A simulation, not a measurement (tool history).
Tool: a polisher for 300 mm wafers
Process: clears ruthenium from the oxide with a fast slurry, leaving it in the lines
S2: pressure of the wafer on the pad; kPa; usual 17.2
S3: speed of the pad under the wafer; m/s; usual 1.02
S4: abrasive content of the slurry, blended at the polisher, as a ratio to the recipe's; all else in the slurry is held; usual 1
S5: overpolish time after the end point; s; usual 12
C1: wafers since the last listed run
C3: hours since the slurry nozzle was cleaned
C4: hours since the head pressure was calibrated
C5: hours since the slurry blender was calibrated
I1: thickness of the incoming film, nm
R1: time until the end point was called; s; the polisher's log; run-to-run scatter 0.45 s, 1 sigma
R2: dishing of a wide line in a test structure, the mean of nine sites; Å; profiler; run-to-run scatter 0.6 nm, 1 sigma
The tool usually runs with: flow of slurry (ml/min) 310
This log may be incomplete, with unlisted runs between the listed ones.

run 1 hour=0 | flow_of_slurry_(ml/min)=310 S2=17.2 S3=1.02 S4=1 S5=12 | C1=0 wafers_polished_on_this_pad=132 C3=495.1 C4=252.5 C5=213.2 | I1=161.6 | R1=46.3 R2=341
run 2 hour=7.5 | flow_of_slurry_(ml/min)=310 S2=17.2 S3=1.02 S4=1 S5=12 | C1=98 wafers_polished_on_this_pad=230 C3=502.6 C4=260 C5=220.7 | I1=162.7 | R1=46.7 R2=333
run 3 hour=22.7 | flow_of_slurry_(ml/min)=310 S2=17.2 S3=1.02 S4=1 S5=12 | C1=198 wafers_polished_on_this_pad=429 C3=517.8 C4=275.2 C5=235.9 | I1=159.5 | R1=45.6 R2=349
run 4 hour=28.9 | flow_of_slurry_(ml/min)=310 S2=17.2 S3=1.02 S4=1 S5=12 | C1=81 wafers_polished_on_this_pad=510 C3=524 C4=281.4 C5=242.1 | I1=162.1 | R1=46.6 R2=337
run 5 hour=41.4 | flow_of_slurry_(ml/min)=310 S2=17.2 S3=1.02 S4=1 S5=12 | C1=163 wafers_polished_on_this_pad=673 C3=536.5 C4=293.9 C5=254.6 | I1=161.8 | R1=46.8 R2=350
run 6 hour=51.9 | flow_of_slurry_(ml/min)=310 S2=17.2 S3=1.02 S4=1 S5=12 | C1=137 wafers_polished_on_this_pad=810 C3=547 C4=304.4 C5=265.1 | I1=158.3 | R1=46 R2=341
run 7 hour=69 | flow_of_slurry_(ml/min)=310 S2=17.2 S3=1.02 S4=1 S5=12 | C1=223 wafers_polished_on_this_pad=1034 C3=564.1 C4=321.5 C5=282.2 | I1=159.9 | R1=46.1 R2=345
run 8 hour=82.2 | flow_of_slurry_(ml/min)=310 S2=17.2 S3=1.02 S4=1 S5=12 | C1=172 wafers_polished_on_this_pad=1207 C3=577.3 C4=334.7 C5=295.4 | I1=163.1 | R1=47.1 R2=343
run 9 hour=90 | flow_of_slurry_(ml/min)=310 S2=17.2 S3=1.02 S4=1 S5=12 | C1=101 wafers_polished_on_this_pad=1309 C3=585.1 C4=342.5 C5=303.2 | I1=158.3 | R1=46.8 R2=338
-- hour=98.7 slurry nozzle cleaned
run 10 hour=101.1 | flow_of_slurry_(ml/min)=310 S2=17.2 S3=1.02 S4=1 S5=12 | C1=132 wafers_polished_on_this_pad=1441 C3=2.4 C4=353.6 C5=314.3 | I1=158.9 | R1=47 R2=337
run 11 hour=111.1 | flow_of_slurry_(ml/min)=310 S2=17.2 S3=1.02 S4=1 S5=12 | C1=130 wafers_polished_on_this_pad=1571 C3=12.4 C4=363.6 C5=324.3 | I1=160.6 | R1=46.8 R2=333
-- hour=118.1 worn pad replaced by a new one
run 12 hour=123.1 | flow_of_slurry_(ml/min)=310 S2=17.2 S3=1.02 S4=1 S5=12 | C1=104 wafers_polished_on_this_pad=65 C3=24.4 C4=375.6 C5=336.3 | I1=160.2 | R1=47.1 R2=326
run 13 hour=135.5 | flow_of_slurry_(ml/min)=310 S2=17.2 S3=1.02 S4=1 S5=12 | C1=162 wafers_polished_on_this_pad=227 C3=36.8 C4=388 C5=348.7 | I1=157.1 | R1=46.1 R2=327
run 14 hour=158.9 | flow_of_slurry_(ml/min)=310 S2=23.4 S3=1.02 S4=1 S5=10 | C1=305 wafers_polished_on_this_pad=533 C3=60.2 C4=411.4 C5=372.1 | I1=157.3 | R1=37.1 R2=347
run 15 hour=173.1 | flow_of_slurry_(ml/min)=240 S2=13.1 S3=1.28 S4=1 S5=14 | C1=185 wafers_polished_on_this_pad=719 C3=74.4 C4=425.6 C5=386.3 | I1=158.9 | R1=49.8 R2=364
run 16 hour=186.2 | flow_of_slurry_(ml/min)=235 S2=17.2 S3=0.84 S4=0.8 S5=18 | C1=171 wafers_polished_on_this_pad=890 C3=87.5 C4=438.7 C5=399.4 | I1=160 | R1=77.1 R2=318
run 17 hour=198 | flow_of_slurry_(ml/min)=310 S2=17.2 S3=1.02 S4=1 S5=12 | C1=154 wafers_polished_on_this_pad=1044 C3=99.3 C4=450.5 C5=411.2 | I1=157.2 | R1=47.4 R2=326
run 18 hour=206.1 | flow_of_slurry_(ml/min)=215 S2=17.2 S3=1.02 S4=1 S5=12 | C1=105 wafers_polished_on_this_pad=1150 C3=107.4 C4=458.6 C5=419.3 | I1=158.8 | R1=50.4 R2=307
run 19 hour=214 | flow_of_slurry_(ml/min)=260 S2=17.2 S3=1.02 S4=1 S5=12 | C1=103 wafers_polished_on_this_pad=1254 C3=115.3 C4=466.5 C5=427.2 | I1=159.6 | R1=50 R2=318
-- hour=225.6 slurry blender recalibrated
run 20 hour=226.1 | flow_of_slurry_(ml/min)=405 S2=17.2 S3=1.02 S4=1 S5=5 | C1=132 wafers_polished_on_this_pad=1386 C3=127.4 C4=478.6 C5=0.5 | I1=160.1 | R1=43.6 R2=166
run 21 hour=239.1 | flow_of_slurry_(ml/min)=310 S2=17.2 S3=1.02 S4=1 S5=9 | C1=169 wafers_polished_on_this_pad=1556 C3=140.4 C4=491.6 C5=13.5 | I1=160.4 | R1=43.7 R2=277
-- hour=246.9 worn pad replaced by a new one
run 22 hour=250.9 | flow_of_slurry_(ml/min)=310 S2=17.2 S3=1.02 S4=1 S5=12 | C1=101 wafers_polished_on_this_pad=52 C3=152.2 C4=503.4 C5=25.3 | I1=161.5 | R1=45.4 R2=350
run 23 hour=267.1 | flow_of_slurry_(ml/min)=310 S2=17.2 S3=1.02 S4=1 S5=12 | C1=211 wafers_polished_on_this_pad=264 C3=168.4 C4=519.6 C5=41.5 | I1=160.9 | R1=44.8 R2=359
-- hour=275.7 head pressure recalibrated
run 24 hour=281.7 | flow_of_slurry_(ml/min)=240 S2=17.2 S3=1.12 S4=0.75 S5=19 | C1=164 wafers_polished_on_this_pad=428 C3=183 C4=6 C5=56.1 | I1=157.8 | R1=53.7 R2=443
run 25 hour=288.3 | flow_of_slurry_(ml/min)=310 S2=22.8 S3=1.02 S4=1 S5=12 | C1=86 wafers_polished_on_this_pad=515 C3=189.6 C4=12.6 C5=62.7 | I1=162.4 | R1=35 R2=447
run 26 hour=299.7 | flow_of_slurry_(ml/min)=310 S2=17.2 S3=1.02 S4=1 S5=12 | C1=149 wafers_polished_on_this_pad=664 C3=201 C4=24 C5=74.1 | I1=161.1 | R1=43.7 R2=361
run 27 hour=306.5 | flow_of_slurry_(ml/min)=310 S2=17.2 S3=1.16 S4=0.75 S5=12 | C1=88 wafers_polished_on_this_pad=753 C3=207.8 C4=30.8 C5=80.9 | I1=162.4 | R1=53.7 R2=301
run 28 hour=355.4 | flow_of_slurry_(ml/min)=310 S2=17.2 S3=1.02 S4=1 S5=12 | C1=639 wafers_polished_on_this_pad=1392 C3=256.7 C4=79.7 C5=129.8 | I1=159.3 | R1=43.9 R2=355

5 ways to go on from here, each from the tool as it stands after run 28. What would each give?
run A hour=355.8 | flow_of_slurry_(ml/min)=310 S2=17.2 S3=1.02 S4=1 S5=12 | C1=5 wafers_polished_on_this_pad=1397 C3=257.1 C4=80.1 C5=130.2 | I1=157.6 | R1=? R2=?
run B hour=355.8 | flow_of_slurry_(ml/min)=415 S2=17.2 S3=1.02 S4=0.8 S5=12 | C1=5 wafers_polished_on_this_pad=1397 C3=257.1 C4=80.1 C5=130.2 | I1=157.6 | R1=? R2=?
run C hour=355.8 | flow_of_slurry_(ml/min)=310 S2=11 S3=1.02 S4=1 S5=12 | C1=5 wafers_polished_on_this_pad=1397 C3=257.1 C4=80.1 C5=130.2 | I1=157.6 | R1=? R2=?
run D hour=355.8 | flow_of_slurry_(ml/min)=310 S2=20 S3=1.02 S4=0.8 S5=12 | C1=5 wafers_polished_on_this_pad=1397 C3=257.1 C4=80.1 C5=130.2 | I1=157.6 | R1=? R2=?
run E hour=355.8 | flow_of_slurry_(ml/min)=250 S2=17.2 S3=0.72 S4=1 S5=12 | C1=5 wafers_polished_on_this_pad=1397 C3=257.1 C4=80.1 C5=130.2 | I1=157.6 | R1=? R2=?

run=A R1=43.7 R2=358
run=B R1=52.7 R2=302
run=C R1=63 R2=257
run=D R1=47.5 R2=332
run=E R1=63.4 R2=255
With no hidden state in the tool, these same runs would have given:
run=A R1=43.4 R2=360
run=B R1=52.2 R2=305
run=C R1=62.5 R2=259
run=D R1=47 R2=335
run=E R1=62.9 R2=257
